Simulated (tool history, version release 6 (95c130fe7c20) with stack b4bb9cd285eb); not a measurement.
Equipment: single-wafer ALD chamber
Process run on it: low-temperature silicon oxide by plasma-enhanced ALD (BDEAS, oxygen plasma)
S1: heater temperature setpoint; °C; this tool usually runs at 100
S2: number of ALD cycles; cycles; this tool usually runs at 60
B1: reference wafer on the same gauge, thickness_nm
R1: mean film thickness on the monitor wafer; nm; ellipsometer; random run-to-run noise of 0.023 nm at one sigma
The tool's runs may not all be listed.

{"run": 1, "hour": 0.0, "S1": 109, "S2": 54, "B1": 9.66, "R1": 8.31}
{"run": 2, "hour": 48.6, "S1": 109, "S2": 54, "B1": 9.658, "R1": 8.323}
{"run": 3, "hour": 96.2, "S1": 109, "S2": 54, "B1": 9.66, "R1": 8.332}
{"run": 4, "hour": 150.1, "S1": 100, "S2": 54, "B1": 9.666, "R1": 8.506}
{"run": 5, "hour": 210.6, "S1": 100, "S2": 60, "B1": 9.663, "R1": 9.492}
{"run": 6, "hour": 273.9, "S1": 100, "S2": 60, "B1": 9.669, "R1": 9.458}
{"run": 7, "hour": 340.1, "S1": 100, "S2": 60, "B1": 9.665, "R1": 9.435}
{"run": 8, "hour": 364.6, "S1": 100, "S2": 60, "B1": 9.663, "R1": 9.419}
{"run": 9, "hour": 396.1, "S1": 108, "S2": 64, "B1": 9.66, "R1": 9.834}
{"run": 10, "hour": 438.8, "S1": 108, "S2": 64, "B1": 9.662, "R1": 9.846}
{"run": 11, "hour": 510.6, "S1": 108, "S2": 64, "B1": 9.657, "R1": 9.82}
{"run": 12, "hour": 537.1, "S1": 100, "S2": 67, "B1": 9.658, "R1": 10.573}
{"run": 13, "hour": 577.0, "S1": 100, "S2": 67, "B1": 9.654, "R1": 10.553}
{"run": 14, "hour": 612.3, "S1": 100, "S2": 67, "B1": 9.656, "R1": 10.566}
{"run": 15, "hour": 640.7, "S1": 89, "S2": 72, "B1": 9.653, "R1": 11.752}
{"hour": 674.9, "done": "thermocouple changed; heater temperature recalibrated"}
{"run": 16, "hour": 708.4, "S1": 100, "S2": 60, "B1": 9.66, "R1": 9.337}
{"run": 17, "hour": 771.3, "S1": 100, "S2": 65, "B1": 9.656, "R1": 10.01}
{"run": 18, "hour": 814.3, "S1": 115, "S2": 51, "B1": 9.661, "R1": 7.709}
{"run": 19, "hour": 870.6, "S1": 113, "S2": 50, "B1": 9.657, "R1": 7.563}
{"hour": 906.0, "done": "gauge calibrated"}
{"run": 20, "hour": 925.6, "S1": 89, "S2": 68, "B1": 9.666, "R1": 10.95}
{"run": 21, "hour": 991.9, "S1": 86, "S2": 70, "B1": 9.658, "R1": 11.358}
{"run": 22, "hour": 1031.1, "S1": 115, "S2": 67, "B1": 9.655, "R1": 10.165}
{"run": 23, "hour": 1061.8, "S1": 112, "S2": 49, "B1": 9.655, "R1": 7.459}
{"run": 24, "hour": 1131.0, "S1": 94, "S2": 69, "B1": 9.657, "R1": 10.931}

Run 25 is up next; what results do you expect?
{"run": 25, "hour": 1179.9, "S1": 91, "S2": 60, "B1": "?", "R1": "?"}

{"run 25": {"B1": 9.665, "R1": 9.6}}
The same run, on a tool lacking any hidden state, would have yielded R1 9.511 nm.
